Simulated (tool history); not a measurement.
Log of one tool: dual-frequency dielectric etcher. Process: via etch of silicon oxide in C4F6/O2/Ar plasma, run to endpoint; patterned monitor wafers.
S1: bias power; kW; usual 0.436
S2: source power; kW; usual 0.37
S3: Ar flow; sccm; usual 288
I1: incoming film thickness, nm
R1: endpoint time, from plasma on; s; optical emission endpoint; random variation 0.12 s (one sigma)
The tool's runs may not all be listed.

run,day,S1,S2,S3,I1,R1
1,0,0.402,0.41,288,168.2,38.3
2,3.808,0.402,0.41,288,166.5,38
# day 5.967: wet clean of the chamber
3,7.121,0.402,0.41,288,167.7,37.8
4,9.846,0.436,0.37,288,166.9,38.3
5,13.667,0.465,0.37,288,167,37.7
6,15.538,0.465,0.37,288,167.4,37.9
7,19.229,0.436,0.37,288,167.5,38.8
8,23.596,0.436,0.37,288,166,38.4
# day 27.954: wet clean of the chamber
# day 28.862: upper electrode replaced
9,28.883,0.436,0.37,288,168.1,37.8
10,29.604,0.436,0.37,288,167.2,37.7
11,31.388,0.436,0.37,288,167.1,37.4
12,34.204,0.349,0.37,288,167.8,40.3
13,36.804,0.349,0.37,288,166.1,39.9
14,38.325,0.436,0.37,316,166.4,38.1
15,40.496,0.4,0.3,288,166.9,41.6
# day 42.175: source power generator calibrated
# day 42.988: wet clean of the chamber, repeated, since the last time left the tool worse
16,43.008,0.436,0.37,288,167.4,38.4
17,45.096,0.396,0.44,319,166.1,37.5
18,47.7,0.436,0.37,288,165.6,38
19,49.438,0.328,0.44,288,167.3,39.4
20,51.062,0.406,0.37,260,165.9,38.4
# day 52.188: Ar flow controller replaced
21,53.162,0.436,0.43,240,167.7,35.5
22,55.096,0.53,0.45,310,166.5,34.1
23,59.458,0.436,0.37,288,166.6,38.3
24,61.146,0.436,0.34,288,166.3,39.7
# day 61.408: bias power generator calibrated
25,70.408,0.402,0.41,288,167.3,38.6
# day 71.55: wet clean of the chamber
26,74.125,0.436,0.3,354,165.2,42.5
27,76.712,0.328,0.44,288,167.3,39.2
28,80.138,0.488,0.42,307,167.6,35.9
29,84.629,0.342,0.37,288,167.3,41.4

Forecast each of these 4 alternatives for the next run:
A,84.646,0.394,0.37,288,166.3,?
B,84.646,0.337,0.32,247,166.3,?
C,84.646,0.51,0.4,288,166.3,?
D,84.646,0.521,0.37,288,166.3,?

run,R1
A,39.5
B,42.3
C,35.4
D,36.2
Without the tool's hidden state the same runs would have given:
run,R1
A,39.1
B,41.9
C,35.1
D,35.8

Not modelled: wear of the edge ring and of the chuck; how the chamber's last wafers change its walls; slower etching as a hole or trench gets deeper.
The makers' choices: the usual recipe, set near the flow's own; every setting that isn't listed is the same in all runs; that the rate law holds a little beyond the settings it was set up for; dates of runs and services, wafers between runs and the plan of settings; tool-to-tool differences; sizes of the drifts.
